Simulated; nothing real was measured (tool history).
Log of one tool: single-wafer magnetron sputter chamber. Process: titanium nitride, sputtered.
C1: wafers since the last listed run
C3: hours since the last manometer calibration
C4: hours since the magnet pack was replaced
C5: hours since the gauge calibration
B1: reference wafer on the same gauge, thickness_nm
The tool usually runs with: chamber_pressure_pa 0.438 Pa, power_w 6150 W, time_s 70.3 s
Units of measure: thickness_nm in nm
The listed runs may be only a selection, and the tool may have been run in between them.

{"run": 1, "hour": 0.0, "chamber_pressure_pa": 0.438, "power_w": 6150, "time_s": 70.3, "C1": 0, "wafers on the sputter target": 2618, "C3": 1506.1, "C4": 10762, "C5": 276.8, "B1": 85.385, "thickness_nm": 83.174}
{"run": 2, "hour": 9.9, "chamber_pressure_pa": 0.438, "power_w": 6150, "time_s": 70.3, "C1": 165, "wafers on the sputter target": 2783, "C3": 1516, "C4": 10771.9, "C5": 286.7, "B1": 85.528, "thickness_nm": 82.934}
{"run": 3, "hour": 33.2, "chamber_pressure_pa": 0.438, "power_w": 7300, "time_s": 70.3, "C1": 388, "wafers on the sputter target": 3171, "C3": 1539.3, "C4": 10795.2, "C5": 310, "B1": 85.479, "thickness_nm": 98.305}
{"run": 4, "hour": 40.7, "chamber_pressure_pa": 0.438, "power_w": 7300, "time_s": 70.3, "C1": 125, "wafers on the sputter target": 3296, "C3": 1546.8, "C4": 10802.7, "C5": 317.5, "B1": 85.792, "thickness_nm": 98.496}
{"run": 5, "hour": 53.9, "chamber_pressure_pa": 0.438, "power_w": 7300, "time_s": 70.3, "C1": 220, "wafers on the sputter target": 3516, "C3": 1560, "C4": 10815.9, "C5": 330.7, "B1": 85.669, "thickness_nm": 97.685}
{"run": 6, "hour": 69.1, "chamber_pressure_pa": 0.438, "power_w": 6150, "time_s": 70.3, "C1": 253, "wafers on the sputter target": 3769, "C3": 1575.2, "C4": 10831.1, "C5": 345.9, "B1": 85.564, "thickness_nm": 82.644}
{"run": 7, "hour": 75.9, "chamber_pressure_pa": 0.438, "power_w": 6150, "time_s": 70.3, "C1": 113, "wafers on the sputter target": 3883, "C3": 1582, "C4": 10837.9, "C5": 352.7, "B1": 85.62, "thickness_nm": 82.973}
{"run": 8, "hour": 84.8, "chamber_pressure_pa": 0.438, "power_w": 6150, "time_s": 70.3, "C1": 148, "wafers on the sputter target": 4031, "C3": 1590.9, "C4": 10846.8, "C5": 361.6, "B1": 85.501, "thickness_nm": 82.494}
{"run": 9, "hour": 97.7, "chamber_pressure_pa": 0.438, "power_w": 6150, "time_s": 70.3, "C1": 215, "wafers on the sputter target": 4246, "C3": 1603.8, "C4": 10859.7, "C5": 374.5, "B1": 85.578, "thickness_nm": 81.837}
{"run": 10, "hour": 105.8, "chamber_pressure_pa": 0.438, "power_w": 6150, "time_s": 70.3, "C1": 135, "wafers on the sputter target": 4381, "C3": 1611.9, "C4": 10867.8, "C5": 382.6, "B1": 85.555, "thickness_nm": 82.489}
{"run": 11, "hour": 121.2, "chamber_pressure_pa": 0.438, "power_w": 6650, "time_s": 70.3, "C1": 256, "wafers on the sputter target": 4638, "C3": 1627.3, "C4": 10883.2, "C5": 398, "B1": 85.641, "thickness_nm": 88.815}
{"run": 12, "hour": 137.2, "chamber_pressure_pa": 0.438, "power_w": 6150, "time_s": 64.3, "C1": 266, "wafers on the sputter target": 4904, "C3": 1643.3, "C4": 10899.2, "C5": 414, "B1": 85.601, "thickness_nm": 75.32}
{"run": 13, "hour": 146.8, "chamber_pressure_pa": 0.362, "power_w": 6600, "time_s": 77.6, "C1": 160, "wafers on the sputter target": 5064, "C3": 1652.9, "C4": 10908.8, "C5": 423.6, "B1": 85.714, "thickness_nm": 100.801}
{"run": 14, "hour": 157.7, "chamber_pressure_pa": 0.36, "power_w": 4900, "time_s": 64.9, "C1": 181, "wafers on the sputter target": 5246, "C3": 1663.8, "C4": 10919.7, "C5": 434.5, "B1": 85.597, "thickness_nm": 62.403}
{"run": 15, "hour": 166.1, "chamber_pressure_pa": 0.438, "power_w": 6150, "time_s": 70.3, "C1": 140, "wafers on the sputter target": 5386, "C3": 1672.2, "C4": 10928.1, "C5": 442.9, "B1": 85.385, "thickness_nm": 81.887}
{"run": 16, "hour": 179.1, "chamber_pressure_pa": 0.33, "power_w": 6150, "time_s": 70.3, "C1": 216, "wafers on the sputter target": 5603, "C3": 1685.2, "C4": 10941.1, "C5": 455.9, "B1": 85.613, "thickness_nm": 85.849}
{"run": 17, "hour": 186.4, "chamber_pressure_pa": 0.535, "power_w": 7500, "time_s": 70.3, "C1": 121, "wafers on the sputter target": 5725, "C3": 1692.5, "C4": 10948.4, "C5": 463.2, "B1": 85.437, "thickness_nm": 95.248}
{"run": 18, "hour": 203.3, "chamber_pressure_pa": 0.438, "power_w": 6150, "time_s": 70.3, "C1": 281, "wafers on the sputter target": 6006, "C3": 1709.4, "C4": 10965.3, "C5": 480.1, "B1": 85.731, "thickness_nm": 81.286}
{"hour": 214.2, "done": "sputter target and shields replaced"}
{"hour": 215.4, "done": "magnet pack replaced"}
{"run": 19, "hour": 221.2, "chamber_pressure_pa": 0.37, "power_w": 7500, "time_s": 63.1, "C1": 146, "wafers on the sputter target": 97, "C3": 1727.3, "C4": 5.8, "C5": 498, "B1": 85.609, "thickness_nm": 94.741}
{"run": 20, "hour": 232.5, "chamber_pressure_pa": 0.438, "power_w": 6150, "time_s": 70.3, "C1": 188, "wafers on the sputter target": 285, "C3": 1738.6, "C4": 17.1, "C5": 509.3, "B1": 85.591, "thickness_nm": 83.871}
{"run": 21, "hour": 241.0, "chamber_pressure_pa": 0.492, "power_w": 6150, "time_s": 70.3, "C1": 141, "wafers on the sputter target": 427, "C3": 1747.1, "C4": 25.6, "C5": 517.8, "B1": 85.591, "thickness_nm": 82.28}
{"run": 22, "hour": 259.1, "chamber_pressure_pa": 0.548, "power_w": 5550, "time_s": 63.6, "C1": 301, "wafers on the sputter target": 728, "C3": 1765.2, "C4": 43.7, "C5": 535.9, "B1": 85.603, "thickness_nm": 65.288}
{"hour": 269.2, "done": "capacitance manometer re-zeroed and calibrated"}
{"run": 23, "hour": 271.9, "chamber_pressure_pa": 0.438, "power_w": 6150, "time_s": 70.3, "C1": 80, "wafers on the sputter target": 808, "C3": 2.7, "C4": 56.5, "C5": 548.7, "B1": 85.499, "thickness_nm": 84.171}
{"run": 24, "hour": 285.1, "chamber_pressure_pa": 0.438, "power_w": 6150, "time_s": 70.3, "C1": 220, "wafers on the sputter target": 1028, "C3": 15.9, "C4": 69.7, "C5": 561.9, "B1": 85.54, "thickness_nm": 84.137}
{"hour": 297.6, "done": "gauge calibrated"}
{"run": 25, "hour": 298.0, "chamber_pressure_pa": 0.492, "power_w": 5150, "time_s": 57, "C1": 215, "wafers on the sputter target": 1243, "C3": 28.8, "C4": 82.6, "C5": 0.4, "B1": 85.408, "thickness_nm": 55.621}
{"run": 26, "hour": 307.9, "chamber_pressure_pa": 0.364, "power_w": 7550, "time_s": 70.3, "C1": 165, "wafers on the sputter target": 1408, "C3": 38.7, "C4": 92.5, "C5": 10.3, "B1": 85.446, "thickness_nm": 106.72}
{"run": 27, "hour": 321.5, "chamber_pressure_pa": 0.438, "power_w": 6150, "time_s": 70.3, "C1": 226, "wafers on the sputter target": 1635, "C3": 52.3, "C4": 106.1, "C5": 23.9, "B1": 85.482, "thickness_nm": 83.497}
{"run": 28, "hour": 338.2, "chamber_pressure_pa": 0.345, "power_w": 4600, "time_s": 57, "C1": 278, "wafers on the sputter target": 1913, "C3": 69, "C4": 122.8, "C5": 40.6, "B1": 85.536, "thickness_nm": 52.78}
{"run": 29, "hour": 349.1, "chamber_pressure_pa": 0.352, "power_w": 4850, "time_s": 70.3, "C1": 181, "wafers on the sputter target": 2095, "C3": 79.9, "C4": 133.7, "C5": 51.5, "B1": 85.609, "thickness_nm": 68.738}
{"run": 30, "hour": 361.0, "chamber_pressure_pa": 0.594, "power_w": 6150, "time_s": 56.9, "C1": 198, "wafers on the sputter target": 2293, "C3": 91.8, "C4": 145.6, "C5": 63.4, "B1": 85.665, "thickness_nm": 63.125}
{"run": 31, "hour": 374.0, "chamber_pressure_pa": 0.438, "power_w": 7300, "time_s": 70.3, "C1": 216, "wafers on the sputter target": 2510, "C3": 104.8, "C4": 158.6, "C5": 76.4, "B1": 85.526, "thickness_nm": 98.673}
{"run": 32, "hour": 385.3, "chamber_pressure_pa": 0.27, "power_w": 6650, "time_s": 82.3, "C1": 188, "wafers on the sputter target": 2698, "C3": 116.1, "C4": 169.9, "C5": 87.7, "B1": 85.566, "thickness_nm": 113.928}
{"run": 33, "hour": 399.5, "chamber_pressure_pa": 0.438, "power_w": 6150, "time_s": 70.3, "C1": 236, "wafers on the sputter target": 2935, "C3": 130.3, "C4": 184.1, "C5": 101.9, "B1": 85.558, "thickness_nm": 82.643}
{"run": 34, "hour": 414.8, "chamber_pressure_pa": 0.438, "power_w": 6150, "time_s": 70.3, "C1": 255, "wafers on the sputter target": 3190, "C3": 145.6, "C4": 199.4, "C5": 117.2, "B1": 85.475, "thickness_nm": 83.12}

State the hidden condition of the tool at each of the runs:
true argon pressure above the setpoint (%): 0 on each run
gauge reads high (%): 0 on each run
H1: deposition rate above that of a new target (%)
run=1 H1=-0.751
run=2 H1=-0.83
run=3 H1=-1.04
run=4 H1=-1.11
run=5 H1=-1.24
run=6 H1=-1.4
run=7 H1=-1.48
run=8 H1=-1.59
run=9 H1=-1.74
run=10 H1=-1.85
run=11 H1=-2.05
run=12 H1=-2.28
run=13 H1=-2.42
run=14 H1=-2.59
run=15 H1=-2.72
run=16 H1=-2.93
run=17 H1=-3.05
run=18 H1=-3.35
run=19 H1=-0.0742
run=20 H1=-0.0812
run=21 H1=-0.0906
run=22 H1=-0.123
run=23 H1=-0.155
run=24 H1=-0.197
run=25 H1=-0.246
run=26 H1=-0.289
run=27 H1=-0.357
run=28 H1=-0.452
run=29 H1=-0.522
run=30 H1=-0.604
run=31 H1=-0.703
run=32 H1=-0.795
run=33 H1=-0.92
run=34 H1=-1.07

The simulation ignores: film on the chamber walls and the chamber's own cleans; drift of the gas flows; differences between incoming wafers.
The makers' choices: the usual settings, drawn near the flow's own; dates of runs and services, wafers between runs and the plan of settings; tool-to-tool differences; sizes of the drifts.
